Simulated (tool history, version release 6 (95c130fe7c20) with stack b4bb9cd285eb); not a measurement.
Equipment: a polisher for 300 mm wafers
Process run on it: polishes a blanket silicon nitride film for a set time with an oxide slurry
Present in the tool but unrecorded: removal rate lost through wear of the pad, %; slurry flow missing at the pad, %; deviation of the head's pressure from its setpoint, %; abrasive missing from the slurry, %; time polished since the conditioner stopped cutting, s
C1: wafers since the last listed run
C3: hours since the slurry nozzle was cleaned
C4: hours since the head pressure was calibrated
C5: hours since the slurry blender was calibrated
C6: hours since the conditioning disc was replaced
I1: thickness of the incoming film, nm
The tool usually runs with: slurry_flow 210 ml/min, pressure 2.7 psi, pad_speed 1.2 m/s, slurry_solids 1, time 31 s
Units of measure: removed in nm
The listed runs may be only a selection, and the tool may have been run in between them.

{"run": 1, "day": 0.0, "slurry_flow": 210, "pressure": 2.7, "pad_speed": 1.2, "slurry_solids": 1, "time": 31, "C1": 0, "wafers polished on this pad": 1930, "C3": 502.1, "C4": 208.2, "C5": 2, "C6": 282.6, "I1": 353.9, "removed": 19.2}
{"day": 0.071, "done": "conditioning disc replaced and pad reconditioned"}
{"run": 2, "day": 1.371, "slurry_flow": 210, "pressure": 2.7, "pad_speed": 1.2, "slurry_solids": 1, "time": 31, "C1": 395, "wafers polished on this pad": 2325, "C3": 535, "C4": 241.1, "C5": 34.9, "C6": 31.2, "I1": 349.2, "removed": 19.2}
{"day": 1.675, "done": "slurry nozzle cleaned"}
{"run": 3, "day": 4.308, "slurry_flow": 210, "pressure": 2.7, "pad_speed": 1.2, "slurry_solids": 1, "time": 31, "C1": 881, "wafers polished on this pad": 3207, "C3": 63.2, "C4": 311.6, "C5": 105.4, "C6": 101.7, "I1": 350.1, "removed": 19.2}
{"day": 5.629, "done": "worn pad replaced by a new one"}
{"run": 4, "day": 7.179, "slurry_flow": 210, "pressure": 3.1, "pad_speed": 1.2, "slurry_solids": 1, "time": 31, "C1": 823, "wafers polished on this pad": 471, "C3": 132.1, "C4": 380.5, "C5": 174.3, "C6": 170.6, "I1": 354.2, "removed": 21.3}
{"day": 11.312, "done": "slurry blender recalibrated"}
{"run": 5, "day": 12.15, "slurry_flow": 210, "pressure": 3.1, "pad_speed": 1.2, "slurry_solids": 1, "time": 31, "C1": 1487, "wafers polished on this pad": 1959, "C3": 251.4, "C4": 499.8, "C5": 20.1, "C6": 289.9, "I1": 351.8, "removed": 21.1}
{"day": 14.025, "done": "conditioning disc replaced and pad reconditioned"}
{"run": 6, "day": 14.904, "slurry_flow": 210, "pressure": 3.1, "pad_speed": 1.2, "slurry_solids": 1, "time": 31, "C1": 813, "wafers polished on this pad": 2772, "C3": 317.5, "C4": 565.9, "C5": 86.2, "C6": 21.1, "I1": 348.7, "removed": 20.9}
{"run": 7, "day": 16.896, "slurry_flow": 210, "pressure": 2.7, "pad_speed": 1.1, "slurry_solids": 1, "time": 31, "C1": 606, "wafers polished on this pad": 3379, "C3": 365.3, "C4": 613.7, "C5": 134, "C6": 68.9, "I1": 345.4, "removed": 17.5}
{"day": 17.692, "done": "worn pad replaced by a new one"}
{"day": 18.596, "done": "head pressure recalibrated"}
{"run": 8, "day": 20.054, "slurry_flow": 210, "pressure": 2.7, "pad_speed": 1.1, "slurry_solids": 1, "time": 31, "C1": 885, "wafers polished on this pad": 694, "C3": 441.1, "C4": 35, "C5": 209.8, "C6": 144.7, "I1": 346.2, "removed": 17.8}
{"day": 21.492, "done": "slurry nozzle cleaned"}
{"run": 9, "day": 22.429, "slurry_flow": 210, "pressure": 2.7, "pad_speed": 1.1, "slurry_solids": 1, "time": 31, "C1": 710, "wafers polished on this pad": 1404, "C3": 22.5, "C4": 92, "C5": 266.8, "C6": 201.7, "I1": 346, "removed": 18.1}
{"day": 22.821, "done": "slurry blender recalibrated"}
{"run": 10, "day": 24.242, "slurry_flow": 210, "pressure": 2.7, "pad_speed": 1.2, "slurry_solids": 0.9, "time": 31, "C1": 526, "wafers polished on this pad": 1930, "C3": 66, "C4": 135.5, "C5": 34.1, "C6": 245.2, "I1": 353, "removed": 18.4}
{"day": 25.1, "done": "conditioning disc replaced and pad reconditioned"}
{"run": 11, "day": 30.658, "slurry_flow": 210, "pressure": 2.7, "pad_speed": 1.02, "slurry_solids": 1, "time": 22, "C1": 1927, "wafers polished on this pad": 3858, "C3": 220, "C4": 289.5, "C5": 188.1, "C6": 133.4, "I1": 355.3, "removed": 11.9}
{"day": 31.883, "done": "worn pad replaced by a new one"}
{"run": 12, "day": 33.575, "slurry_flow": 210, "pressure": 2.2, "pad_speed": 1.2, "slurry_solids": 1, "time": 31, "C1": 837, "wafers polished on this pad": 515, "C3": 290, "C4": 359.5, "C5": 258.1, "C6": 203.4, "I1": 343.9, "removed": 16.2}
{"day": 35.4, "done": "slurry blender recalibrated"}
{"run": 13, "day": 35.421, "slurry_flow": 210, "pressure": 2.7, "pad_speed": 1.1, "slurry_solids": 1, "time": 31, "C1": 536, "wafers polished on this pad": 1052, "C3": 334.3, "C4": 403.8, "C5": 0.5, "C6": 247.7, "I1": 345.2, "removed": 17.7}
{"day": 39.508, "done": "conditioning disc replaced and pad reconditioned"}
{"day": 40.421, "done": "slurry nozzle cleaned"}
{"run": 14, "day": 40.442, "slurry_flow": 210, "pressure": 2.7, "pad_speed": 1.2, "slurry_solids": 1, "time": 31, "C1": 1490, "wafers polished on this pad": 2542, "C3": 0.5, "C4": 524.3, "C5": 121, "C6": 22.4, "I1": 346.2, "removed": 18.7}
{"run": 15, "day": 42.25, "slurry_flow": 210, "pressure": 2.7, "pad_speed": 1.2, "slurry_solids": 1, "time": 31, "C1": 550, "wafers polished on this pad": 3092, "C3": 43.9, "C4": 567.7, "C5": 164.4, "C6": 65.8, "I1": 345.7, "removed": 18.8}
{"run": 16, "day": 45.238, "slurry_flow": 210, "pressure": 2.7, "pad_speed": 1.56, "slurry_solids": 1.15, "time": 31, "C1": 909, "wafers polished on this pad": 4002, "C3": 115.6, "C4": 639.4, "C5": 236.1, "C6": 137.5, "I1": 347.1, "removed": 24.4}
{"day": 46.612, "done": "slurry blender recalibrated"}
{"day": 46.675, "done": "worn pad replaced by a new one"}
{"day": 50.683, "done": "conditioning disc replaced and pad reconditioned"}
{"day": 51.058, "done": "head pressure recalibrated"}
{"run": 17, "day": 52.379, "slurry_flow": 190, "pressure": 2.4, "pad_speed": 1.2, "slurry_solids": 1, "time": 31, "C1": 2078, "wafers polished on this pad": 1685, "C3": 287, "C4": 31.7, "C5": 138.4, "C6": 40.7, "I1": 353, "removed": 17.5}
{"run": 18, "day": 54.446, "slurry_flow": 210, "pressure": 2.7, "pad_speed": 1.36, "slurry_solids": 1, "time": 31, "C1": 629, "wafers polished on this pad": 2314, "C3": 336.6, "C4": 81.3, "C5": 188, "C6": 90.3, "I1": 350.9, "removed": 21.1}
{"run": 19, "day": 57.008, "slurry_flow": 210, "pressure": 2.7, "pad_speed": 1, "slurry_solids": 1, "time": 31, "C1": 780, "wafers polished on this pad": 3094, "C3": 398.1, "C4": 142.8, "C5": 249.5, "C6": 151.8, "I1": 344.1, "removed": 16.7}
{"day": 57.983, "done": "slurry blender recalibrated"}
{"day": 57.992, "done": "slurry nozzle cleaned"}
{"run": 20, "day": 58.758, "slurry_flow": 210, "pressure": 2.7, "pad_speed": 1.62, "slurry_solids": 1, "time": 35, "C1": 504, "wafers polished on this pad": 3598, "C3": 18.4, "C4": 184.8, "C5": 18.6, "C6": 193.8, "I1": 350.5, "removed": 27.4}
{"day": 60.617, "done": "worn pad replaced by a new one"}
{"run": 21, "day": 64.4, "slurry_flow": 210, "pressure": 2.7, "pad_speed": 1.2, "slurry_solids": 1, "time": 31, "C1": 1666, "wafers polished on this pad": 1151, "C3": 153.8, "C4": 320.2, "C5": 154, "C6": 329.2, "I1": 345.3, "removed": 19}

5 ways to go on from here, each from the tool as it stands after run 21. What would each give?
{"run": "A", "day": 64.417, "slurry_flow": 210, "pressure": 2.7, "pad_speed": 1.2, "slurry_solids": 1, "time": 31, "C1": 5, "wafers polished on this pad": 1156, "C3": 154.2, "C4": 320.6, "C5": 154.4, "C6": 329.6, "I1": 348.7, "removed": "?"}
{"run": "B", "day": 64.417, "slurry_flow": 210, "pressure": 2.7, "pad_speed": 1.2, "slurry_solids": 1, "time": 38, "C1": 5, "wafers polished on this pad": 1156, "C3": 154.2, "C4": 320.6, "C5": 154.4, "C6": 329.6, "I1": 348.7, "removed": "?"}
{"run": "C", "day": 64.417, "slurry_flow": 235, "pressure": 3.3, "pad_speed": 1.2, "slurry_solids": 1, "time": 31, "C1": 5, "wafers polished on this pad": 1156, "C3": 154.2, "C4": 320.6, "C5": 154.4, "C6": 329.6, "I1": 348.7, "removed": "?"}
{"run": "D", "day": 64.417, "slurry_flow": 210, "pressure": 2.7, "pad_speed": 1.42, "slurry_solids": 1, "time": 31, "C1": 5, "wafers polished on this pad": 1156, "C3": 154.2, "C4": 320.6, "C5": 154.4, "C6": 329.6, "I1": 348.7, "removed": "?"}
{"run": "E", "day": 64.417, "slurry_flow": 210, "pressure": 2.7, "pad_speed": 1.2, "slurry_solids": 0.85, "time": 37, "C1": 5, "wafers polished on this pad": 1156, "C3": 154.2, "C4": 320.6, "C5": 154.4, "C6": 329.6, "I1": 348.7, "removed": "?"}

run=A removed=19.3
run=B removed=23.7
run=C removed=22.9
run=D removed=22
run=E removed=21.4
With the hidden condition removed and each run's random variation left untouched, the same runs would have given:
run=A removed=19.4
run=B removed=23.7
run=C removed=22.9
run=D removed=22
run=E removed=21.5
